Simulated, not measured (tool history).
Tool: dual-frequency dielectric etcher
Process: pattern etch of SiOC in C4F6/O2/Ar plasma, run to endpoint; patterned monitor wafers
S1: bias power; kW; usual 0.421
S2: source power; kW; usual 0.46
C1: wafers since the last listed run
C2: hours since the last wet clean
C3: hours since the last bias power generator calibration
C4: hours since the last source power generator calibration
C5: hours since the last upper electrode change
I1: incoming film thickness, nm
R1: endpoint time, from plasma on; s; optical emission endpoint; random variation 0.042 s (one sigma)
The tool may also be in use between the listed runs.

run     day     S1    S2    C1     C2      C3      C4      C5     I1    R1
  1       0  0.421  0.46     0   50.9  3120.2  2332.4    2693  29.72   9.6
  2   1.238  0.421  0.46   579   80.6  3149.9  2362.1  2722.7  29.79   9.6
  3    1.95  0.421  0.46   333   97.7    3167  2379.2  2739.8  29.48   9.4
  4   3.162  0.421  0.46   568  126.8  3196.1  2408.3  2768.9  29.92   9.6
  5   4.412  0.421  0.46   585  156.8  3226.1  2438.3  2798.9  29.87   9.6
  6   4.988  0.421  0.46   269  170.6  3239.9  2452.1  2812.7  29.76   9.5
  7   5.788  0.421  0.46   374  189.8  3259.1  2471.3  2831.9  29.99   9.6
  8   6.946  0.421  0.46   542  217.6  3286.9  2499.1  2859.7  29.64   9.4
  9   8.088  0.421  0.46   534    245  3314.3  2526.5  2887.1  29.64   9.4
 10   9.146  0.421  0.46   495  270.4  3339.7  2551.9  2912.5     30   9.5
 11  10.104  0.353  0.46   448  293.4  3362.7  2574.9  2935.5  29.98   9.7
 12  10.704  0.353  0.46   281  307.8  3377.1  2589.3  2949.9  29.86   9.9
 13  11.525  0.421   0.4   384  327.5  3396.8    2609  2969.6  29.62   9.8
 14  12.617  0.421   0.4   511  353.7    3423  2635.2  2995.8  29.64   9.8
 15  13.233  0.421   0.4   288  368.5  3437.8    2650  3010.6  29.97    10
     13.992  -- bias power generator calibrated
 16  14.708  0.421  0.46   612  403.9    17.2  2685.4    3046  29.83   9.4
     14.942  -- source power generator calibrated
 17  15.704  0.421  0.51   388  427.8    41.1    18.3  3069.9  29.95     9
 18  16.775   0.32  0.55   501  453.5    66.8      44  3095.6  29.71   9.1
 19  20.079   0.34  0.43  1547  532.8   146.1   123.3  3174.9  29.88   9.8
     21.454  -- wet clean of the chamber
     21.867  -- upper electrode replaced
 20  21.888  0.421  0.46   185   10.4   189.5   166.7     0.5  29.99   9.8
 21  22.025  0.376  0.39    64   13.7   192.8     170     3.8  30.11  10.7
 22  22.929  0.421  0.46   423   35.4   214.5   191.7    25.5  29.81   9.7
 23  24.054  0.421  0.46   527   62.4   241.5   218.7    52.5   29.8   9.6
 24  25.475   0.51  0.36   665   96.5   275.6   252.8    86.6  29.67  10.1
 25  26.767  0.478  0.46   605  127.5   306.6   283.8   117.6   29.6   9.4
 26  27.492  0.333  0.34   339  144.9     324   301.2     135  29.75  11.2
 27  28.562  0.501  0.46   501  170.6   349.7   326.9   160.7  29.92   9.3
 28  29.267  0.325   0.5   329  187.5   366.6   343.8   177.6  29.79   9.7
 29  30.746  0.421  0.55   692    223   402.1   379.3   213.1  29.94   8.9
 30  31.658  0.378  0.51   427  244.9     424   401.2     235  29.88   9.4
 31  32.404  0.354  0.46   349  262.8   441.9   419.1   252.9  29.84   9.9

Forecast each of these 3 alternatives for the next run:
  A  32.421  0.462  0.46   7  263.2  442.3  419.5  253.3  29.78   ?
  B  32.421   0.47  0.38   7  263.2  442.3  419.5  253.3  29.78   ?
  C  32.421  0.468  0.34   7  263.2  442.3  419.5  253.3  29.78   ?

run    R1
  A   9.4
  B    10
  C  10.4
Without the tool's hidden state the same runs would have given:
run    R1
  A   9.5
  B  10.1
  C  10.6
